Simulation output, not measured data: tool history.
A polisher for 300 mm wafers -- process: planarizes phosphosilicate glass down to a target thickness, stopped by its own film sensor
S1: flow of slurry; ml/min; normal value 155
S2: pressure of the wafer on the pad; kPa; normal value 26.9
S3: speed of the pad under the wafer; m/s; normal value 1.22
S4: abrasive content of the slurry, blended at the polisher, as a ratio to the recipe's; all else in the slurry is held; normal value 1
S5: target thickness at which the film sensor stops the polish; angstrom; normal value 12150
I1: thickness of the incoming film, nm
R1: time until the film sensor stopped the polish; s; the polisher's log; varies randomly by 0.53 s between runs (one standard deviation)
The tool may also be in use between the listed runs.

run	hour	S1	S2	S3	S4	S5	I1	R1
1	0	155	26.9	1.22	1	12150	2077	66.5
2	11.6	155	26.9	1.22	1	12150	2086.9	67.2
# hour 27.6: worn pad replaced by a new one
3	28.1	195	26.9	1.22	1.2	12150	2076.3	59.2
4	37.5	155	26.9	1.22	0.85	12150	2113.5	71.7
5	43.7	155	26.9	1.22	1.15	12150	2091.1	62.8
6	60.3	155	26.9	1.22	1	12150	2065.1	64.2
7	68.7	155	26.9	1.22	1	12150	2082.1	64.9
8	80.7	155	26.9	1.22	1	12150	2068.1	64.7
# hour 89.3: head pressure recalibrated
9	89.6	155	26.9	1.22	1	12150	2086.5	66.6
10	103.3	155	26.9	1.22	1	12150	2089.4	68.2
# hour 109: slurry blender recalibrated
11	119.9	200	20.7	1.52	1	10590	2065.7	79.7
# hour 130.6: worn pad replaced by a new one
12	131.1	135	33.8	1.22	1	12150	2076.3	53.2
13	144	155	26.9	0.82	1	14040	2065	68.2
# hour 147.3: conditioning disc replaced and pad reconditioned
# hour 149: slurry nozzle cleaned
14	158.8	155	33.1	1.4	1.1	13820	2065.1	36.9
15	174.7	155	26.9	1.22	1	12150	2101.6	67.9
16	199.4	155	26.9	1.22	1	15180	2068.3	41.5
17	209.7	155	26.9	1.22	1	12150	2062.9	65.2
18	217.4	200	26.9	1.32	1	12150	2060.1	59.3
19	226.9	155	26.9	1.22	1	13630	2088	56.1
# hour 240: worn pad replaced by a new one
20	240.5	155	26.9	1.22	1	13740	2074.7	52.1
# hour 245.4: slurry blender recalibrated
21	251.3	120	26.9	1.22	0.75	12150	2118.1	77.2

Some steps in R1, run to run, broken into two amounts with sign: the step expected even without the hidden condition (settings, incoming material, random variation), and the rest, left for the hidden condition together with whatever gauge scatter is not in both the measured and the hidden-condition-free result:
What the log doesn't record here: removal rate lost through wear of the pad, %; slurry flow missing at the pad, %; deviation of the head's pressure from its setpoint, %; abrasive missing from the slurry, %; time polished since the conditioner stopped cutting, s.
Run 2 -> 3: S1 155 -> 195, S4 1 -> 1.2, worn pad replaced by a new one. R1 -8 s: hidden state -2.8, all else -5.2.
Run 11 -> 12: S1 200 -> 135, S2 20.7 -> 33.8, S3 1.52 -> 1.22, S5 10590 -> 12150, worn pad replaced by a new one. R1 -26.5 s: hidden state -3.3, all else -23.2.
Run 13 -> 14: S2 26.9 -> 33.1, S3 0.82 -> 1.4, S4 1 -> 1.1, S5 14040 -> 13820, conditioning disc replaced and pad reconditioned, slurry nozzle cleaned. R1 -31.3 s: hidden state +0, all else -31.3.
Run 14 -> 15: S2 33.1 -> 26.9, S3 1.4 -> 1.22, S4 1.1 -> 1, S5 13820 -> 12150. R1 +31 s: hidden state +0.9, all else +30.1.
